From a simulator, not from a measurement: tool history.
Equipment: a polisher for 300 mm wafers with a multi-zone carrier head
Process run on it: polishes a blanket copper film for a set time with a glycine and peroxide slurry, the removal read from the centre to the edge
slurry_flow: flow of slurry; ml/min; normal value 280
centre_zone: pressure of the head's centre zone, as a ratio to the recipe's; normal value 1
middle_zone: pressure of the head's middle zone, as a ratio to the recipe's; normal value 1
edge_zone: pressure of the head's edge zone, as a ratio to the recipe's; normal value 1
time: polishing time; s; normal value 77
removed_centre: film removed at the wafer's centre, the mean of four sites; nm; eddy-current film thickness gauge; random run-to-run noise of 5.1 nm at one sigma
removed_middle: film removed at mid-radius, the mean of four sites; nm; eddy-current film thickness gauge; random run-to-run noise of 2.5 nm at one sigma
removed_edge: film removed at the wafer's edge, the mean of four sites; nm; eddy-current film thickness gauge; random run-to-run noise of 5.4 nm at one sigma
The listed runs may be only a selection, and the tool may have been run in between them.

| run | hour | slurry_flow | centre_zone | middle_zone | edge_zone | time | incoming thickness of the incoming film, nm | removed_centre | removed_middle | removed_edge |
|---|---|---|---|---|---|---|---|---|---|---|
| 1 | 0 | 305 | 1.07 | 1 | 1 | 77 | 1637.3 | 462.2 | 392.4 | 407.4 |
| 2 | 33.5 | 280 | 1 | 1 | 1 | 77 | 1672.1 | 418.9 | 388.6 | 406 |
| 3 | 80.1 | 280 | 1 | 1 | 1 | 77 | 1645.2 | 418.1 | 393.4 | 406.8 |
| 4 | 117.8 | 280 | 1 | 1 | 1 | 77 | 1668.2 | 425.4 | 394.5 | 403.5 |
|  | 143.4 | worn pad replaced by a new one |
| 5 | 151.6 | 280 | 0.94 | 1 | 1 | 77 | 1688.2 | 398.8 | 390.9 | 403.4 |
|  | 191.1 | carrier head's membrane replaced by a new one |
|  | 191.4 | centre zone pressure recalibrated |
| 6 | 193 | 280 | 1 | 1 | 1 | 77 | 1659.7 | 439.9 | 394.3 | 408.9 |
| 7 | 239.7 | 280 | 1 | 1 | 1 | 77 | 1644.8 | 444.9 | 390.6 | 410.4 |
|  | 282.4 | centre zone pressure recalibrated, repeated, since the last time left the tool worse |
| 8 | 300 | 305 | 1.07 | 1 | 1 | 77 | 1650.1 | 424.9 | 394.5 | 404 |
|  | 310.1 | worn pad replaced by a new one |
|  | 328.8 | edge zone pressure recalibrated |
| 9 | 331.8 | 280 | 1.11 | 1 | 1.07 | 77 | 1689.7 | 436.5 | 392.4 | 415.6 |
| 10 | 361.8 | 330 | 1 | 1.04 | 0.9 | 60 | 1641.9 | 312.6 | 319.3 | 306.3 |
|  | 391 | slurry nozzle cleaned |
| 11 | 401.6 | 280 | 1 | 1 | 1 | 77 | 1659.9 | 389 | 394.7 | 412 |
| 12 | 461.2 | 280 | 0.95 | 1 | 1 | 77 | 1642.6 | 375.9 | 386.2 | 403.1 |
|  | 477.3 | worn pad replaced by a new one |
| 13 | 492.7 | 280 | 1.12 | 1 | 1.12 | 70 | 1644.9 | 410.2 | 355.6 | 395.6 |
| 14 | 531 | 280 | 1 | 1.09 | 1 | 91 | 1630.4 | 466.7 | 499.4 | 473.8 |

How would selected steps in removed_centre from run to run divide? Give the signed amount a tool lacking its hidden state would still show from settings, what came in and random variation, and the signed amount left for the hidden state, including any gauge scatter that is not in both of the compared results.
Hidden state present: removal rate lost through wear of the pad, %; slurry flow missing at the pad, %; deviation of the centre zone's pressure from its setpoint, %; deviation of the edge zone's pressure from its setpoint, %.
Run 7 -> 8: slurry_flow 280 -> 305, centre_zone 1 -> 1.07, centre zone pressure recalibrated, repeated, since the last time left the tool worse. removed_centre -20 nm: hidden state -59.8, all else +39.8.
Run 9 -> 10: slurry_flow 280 -> 330, centre_zone 1.11 -> 1, middle_zone 1 -> 1.04, edge_zone 1.07 -> 0.9, time 77 -> 60. removed_centre -123.9 nm: hidden state +1.8, all else -125.7.
